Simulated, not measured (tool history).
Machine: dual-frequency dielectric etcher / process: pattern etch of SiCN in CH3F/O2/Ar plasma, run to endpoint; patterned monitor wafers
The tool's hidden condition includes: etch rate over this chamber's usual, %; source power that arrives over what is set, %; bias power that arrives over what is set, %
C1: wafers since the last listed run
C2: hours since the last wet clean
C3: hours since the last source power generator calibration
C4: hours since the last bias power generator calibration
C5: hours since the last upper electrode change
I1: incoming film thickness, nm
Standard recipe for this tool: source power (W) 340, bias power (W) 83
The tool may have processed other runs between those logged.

run 1 hour=0.0 | source_power_(W)=390 bias_power_(W)=83 | C1=0 C2=94.1 C3=3418.3 C4=398.0 C5=2964.3 | I1=7.96 | endpoint_time_(s)=22.6
run 2 hour=101.7 | source_power_(W)=390 bias_power_(W)=83 | C1=1733 C2=195.8 C3=3520.0 C4=499.7 C5=3066.0 | I1=7.86 | endpoint_time_(s)=22.1
run 3 hour=197.3 | source_power_(W)=390 bias_power_(W)=83 | C1=1629 C2=291.4 C3=3615.6 C4=595.3 C5=3161.6 | I1=7.80 | endpoint_time_(s)=21.7
run 4 hour=263.8 | source_power_(W)=340 bias_power_(W)=83 | C1=1133 C2=357.9 C3=3682.1 C4=661.8 C5=3228.1 | I1=7.80 | endpoint_time_(s)=22.7
-- hour=471.5 wet clean of the chamber
run 5 hour=515.1 | source_power_(W)=340 bias_power_(W)=83 | C1=3875 C2=43.6 C3=3933.4 C4=913.1 C5=3479.4 | I1=7.92 | endpoint_time_(s)=23.3
run 6 hour=618.7 | source_power_(W)=340 bias_power_(W)=83 | C1=1766 C2=147.2 C3=4037.0 C4=1016.7 C5=3583.0 | I1=7.91 | endpoint_time_(s)=23.3
run 7 hour=678.0 | source_power_(W)=340 bias_power_(W)=83 | C1=1010 C2=206.5 C3=4096.3 C4=1076.0 C5=3642.3 | I1=7.89 | endpoint_time_(s)=23.0
run 8 hour=774.4 | source_power_(W)=340 bias_power_(W)=83 | C1=1643 C2=302.9 C3=4192.7 C4=1172.4 C5=3738.7 | I1=7.93 | endpoint_time_(s)=23.0
run 9 hour=866.6 | source_power_(W)=340 bias_power_(W)=83 | C1=1571 C2=395.1 C3=4284.9 C4=1264.6 C5=3830.9 | I1=7.89 | endpoint_time_(s)=23.0
run 10 hour=910.9 | source_power_(W)=340 bias_power_(W)=83 | C1=755 C2=439.4 C3=4329.2 C4=1308.9 C5=3875.2 | I1=7.89 | endpoint_time_(s)=22.8
-- hour=1084.0 wet clean of the chamber
run 11 hour=1096.7 | source_power_(W)=340 bias_power_(W)=83 | C1=2758 C2=12.7 C3=4515.0 C4=1494.7 C5=4061.0 | I1=7.94 | endpoint_time_(s)=23.7
run 12 hour=1167.5 | source_power_(W)=340 bias_power_(W)=83 | C1=1207 C2=83.5 C3=4585.8 C4=1565.5 C5=4131.8 | I1=7.95 | endpoint_time_(s)=23.7
run 13 hour=1283.7 | source_power_(W)=340 bias_power_(W)=83 | C1=1981 C2=199.7 C3=4702.0 C4=1681.7 C5=4248.0 | I1=7.96 | endpoint_time_(s)=23.5
-- hour=1334.3 upper electrode replaced
run 14 hour=1362.6 | source_power_(W)=340 bias_power_(W)=83 | C1=935 C2=278.6 C3=4780.9 C4=1760.6 C5=28.3 | I1=7.92 | endpoint_time_(s)=23.2
run 15 hour=1424.6 | source_power_(W)=360 bias_power_(W)=68 | C1=1057 C2=340.6 C3=4842.9 C4=1822.6 C5=90.3 | I1=7.93 | endpoint_time_(s)=24.3
run 16 hour=1510.0 | source_power_(W)=400 bias_power_(W)=104 | C1=1455 C2=426.0 C3=4928.3 C4=1908.0 C5=175.7 | I1=7.93 | endpoint_time_(s)=20.3
run 17 hour=1572.9 | source_power_(W)=340 bias_power_(W)=83 | C1=1072 C2=488.9 C3=4991.2 C4=1970.9 C5=238.6 | I1=7.90 | endpoint_time_(s)=22.7
-- hour=1594.1 source power generator calibrated
-- hour=1662.6 wet clean of the chamber
run 18 hour=1664.0 | source_power_(W)=340 bias_power_(W)=73 | C1=1075 C2=1.4 C3=69.9 C4=2062.0 C5=329.7 | I1=7.86 | endpoint_time_(s)=24.3
run 19 hour=1715.9 | source_power_(W)=270 bias_power_(W)=83 | C1=884 C2=53.3 C3=121.8 C4=2113.9 C5=381.6 | I1=7.92 | endpoint_time_(s)=25.1
run 20 hour=1814.6 | source_power_(W)=280 bias_power_(W)=83 | C1=1682 C2=152.0 C3=220.5 C4=2212.6 C5=480.3 | I1=7.99 | endpoint_time_(s)=24.8
run 21 hour=1872.4 | source_power_(W)=370 bias_power_(W)=91 | C1=985 C2=209.8 C3=278.3 C4=2270.4 C5=538.1 | I1=7.92 | endpoint_time_(s)=21.9
-- hour=1948.0 bias power generator calibrated
run 22 hour=1948.5 | source_power_(W)=390 bias_power_(W)=93 | C1=1229 C2=285.9 C3=354.4 C4=0.5 C5=614.2 | I1=7.87 | endpoint_time_(s)=20.9
run 23 hour=2226.9 | source_power_(W)=340 bias_power_(W)=83 | C1=4746 C2=564.3 C3=632.8 C4=278.9 C5=892.6 | I1=7.90 | endpoint_time_(s)=22.6
-- hour=2304.2 wet clean of the chamber
run 24 hour=2315.2 | source_power_(W)=400 bias_power_(W)=102 | C1=1096 C2=11.0 C3=721.1 C4=367.2 C5=980.9 | I1=7.86 | endpoint_time_(s)=20.5
run 25 hour=2378.3 | source_power_(W)=340 bias_power_(W)=83 | C1=1075 C2=74.1 C3=784.2 C4=430.3 C5=1044.0 | I1=7.97 | endpoint_time_(s)=23.4
run 26 hour=2473.0 | source_power_(W)=300 bias_power_(W)=66 | C1=1614 C2=168.8 C3=878.9 C4=525.0 C5=1138.7 | I1=7.83 | endpoint_time_(s)=25.6

3 options for the next run, each taken on its own from the tool as it stands now. Forecast them:
run A hour=2473.4 | source_power_(W)=340 bias_power_(W)=71 | C1=6 C2=169.2 C3=879.3 C4=525.4 C5=1139.1 | I1=7.83 | endpoint_time_(s)=?
run B hour=2473.4 | source_power_(W)=380 bias_power_(W)=83 | C1=6 C2=169.2 C3=879.3 C4=525.4 C5=1139.1 | I1=7.83 | endpoint_time_(s)=?
run C hour=2473.4 | source_power_(W)=260 bias_power_(W)=69 | C1=6 C2=169.2 C3=879.3 C4=525.4 C5=1139.1 | I1=7.83 | endpoint_time_(s)=?

run=A endpoint_time_(s)=24.1
run=B endpoint_time_(s)=22.0
run=C endpoint_time_(s)=26.5
Stripped of hidden state, with their random variation kept, the same runs would have yielded:
run=A endpoint_time_(s)=24.4
run=B endpoint_time_(s)=22.3
run=C endpoint_time_(s)=26.8
